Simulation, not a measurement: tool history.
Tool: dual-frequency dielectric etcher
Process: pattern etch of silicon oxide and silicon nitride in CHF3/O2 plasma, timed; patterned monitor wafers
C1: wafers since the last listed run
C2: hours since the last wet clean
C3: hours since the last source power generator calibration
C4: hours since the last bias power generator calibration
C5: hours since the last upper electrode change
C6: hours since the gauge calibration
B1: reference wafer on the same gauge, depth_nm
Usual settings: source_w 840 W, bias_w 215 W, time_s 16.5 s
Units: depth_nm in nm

run 1 hour=0.0 | source_w=840 bias_w=215 time_s=16.5 | C1=0 C2=188.3 C3=2065.2 C4=1466.4 C5=4778.4 C6=204.3 | B1=33.71 | depth_nm=32.29
run 2 hour=29.9 | source_w=840 bias_w=215 time_s=16.5 | C1=350 C2=218.2 C3=2095.1 C4=1496.3 C5=4808.3 C6=234.2 | B1=33.74 | depth_nm=32.03
run 3 hour=52.9 | source_w=840 bias_w=184 time_s=20.0 | C1=269 C2=241.2 C3=2118.1 C4=1519.3 C5=4831.3 C6=257.2 | B1=33.67 | depth_nm=37.69
run 4 hour=88.9 | source_w=840 bias_w=215 time_s=16.5 | C1=422 C2=277.2 C3=2154.1 C4=1555.3 C5=4867.3 C6=293.2 | B1=33.70 | depth_nm=32.20
run 5 hour=102.9 | source_w=840 bias_w=215 time_s=16.5 | C1=164 C2=291.2 C3=2168.1 C4=1569.3 C5=4881.3 C6=307.2 | B1=33.70 | depth_nm=32.09
run 6 hour=126.3 | source_w=840 bias_w=215 time_s=16.5 | C1=274 C2=314.6 C3=2191.5 C4=1592.7 C5=4904.7 C6=330.6 | B1=33.71 | depth_nm=32.46
run 7 hour=138.6 | source_w=1000 bias_w=215 time_s=16.5 | C1=144 C2=326.9 C3=2203.8 C4=1605.0 C5=4917.0 C6=342.9 | B1=33.70 | depth_nm=34.38
run 8 hour=160.5 | source_w=1000 bias_w=215 time_s=16.5 | C1=256 C2=348.8 C3=2225.7 C4=1626.9 C5=4938.9 C6=364.8 | B1=33.69 | depth_nm=34.33
run 9 hour=190.2 | source_w=1000 bias_w=215 time_s=16.5 | C1=348 C2=378.5 C3=2255.4 C4=1656.6 C5=4968.6 C6=394.5 | B1=33.70 | depth_nm=34.30
-- hour=225.5 wet clean of the chamber
-- hour=225.9 bias power generator calibrated
run 10 hour=226.4 | source_w=840 bias_w=215 time_s=16.5 | C1=137 C2=0.9 C3=2291.6 C4=0.5 C5=5004.8 C6=430.7 | B1=33.73 | depth_nm=32.42
run 11 hour=244.7 | source_w=840 bias_w=215 time_s=16.5 | C1=214 C2=19.2 C3=2309.9 C4=18.8 C5=5023.1 C6=449.0 | B1=33.68 | depth_nm=32.22
run 12 hour=257.5 | source_w=840 bias_w=215 time_s=16.5 | C1=150 C2=32.0 C3=2322.7 C4=31.6 C5=5035.9 C6=461.8 | B1=33.70 | depth_nm=32.22
run 13 hour=283.1 | source_w=840 bias_w=246 time_s=16.5 | C1=300 C2=57.6 C3=2348.3 C4=57.2 C5=5061.5 C6=487.4 | B1=33.71 | depth_nm=33.59
-- hour=335.5 upper electrode replaced
run 14 hour=390.8 | source_w=840 bias_w=215 time_s=16.5 | C1=982 C2=165.3 C3=2456.0 C4=164.9 C5=55.3 C6=595.1 | B1=33.71 | depth_nm=32.22
run 15 hour=422.3 | source_w=770 bias_w=236 time_s=16.5 | C1=369 C2=196.8 C3=2487.5 C4=196.4 C5=86.8 C6=626.6 | B1=33.68 | depth_nm=32.09
run 16 hour=441.0 | source_w=1030 bias_w=172 time_s=21.0 | C1=219 C2=215.5 C3=2506.2 C4=215.1 C5=105.5 C6=645.3 | B1=33.67 | depth_nm=41.36
run 17 hour=453.1 | source_w=1000 bias_w=255 time_s=21.0 | C1=141 C2=227.6 C3=2518.3 C4=227.2 C5=117.6 C6=657.4 | B1=33.69 | depth_nm=46.08
-- hour=465.5 gauge calibrated
run 18 hour=488.5 | source_w=740 bias_w=215 time_s=16.5 | C1=415 C2=263.0 C3=2553.7 C4=262.6 C5=153.0 C6=23.0 | B1=33.70 | depth_nm=30.84
-- hour=494.6 source power generator calibrated
run 19 hour=509.6 | source_w=840 bias_w=215 time_s=16.5 | C1=200 C2=284.1 C3=15.0 C4=283.7 C5=174.1 C6=44.1 | B1=33.67 | depth_nm=32.22
run 20 hour=529.9 | source_w=1020 bias_w=262 time_s=14.5 | C1=238 C2=304.4 C3=35.3 C4=304.0 C5=194.4 C6=64.4 | B1=33.67 | depth_nm=31.88

Forecast run 21:
run 21 hour=543.6 | source_w=1000 bias_w=215 time_s=20.0 | C1=160 C2=318.1 C3=49.0 C4=317.7 C5=208.1 C6=78.1 | B1=? | depth_nm=?

B1: 33.69
depth_nm: 41.29 nm
Without the tool's hidden state the same run would have given depth_nm 41.29 nm.

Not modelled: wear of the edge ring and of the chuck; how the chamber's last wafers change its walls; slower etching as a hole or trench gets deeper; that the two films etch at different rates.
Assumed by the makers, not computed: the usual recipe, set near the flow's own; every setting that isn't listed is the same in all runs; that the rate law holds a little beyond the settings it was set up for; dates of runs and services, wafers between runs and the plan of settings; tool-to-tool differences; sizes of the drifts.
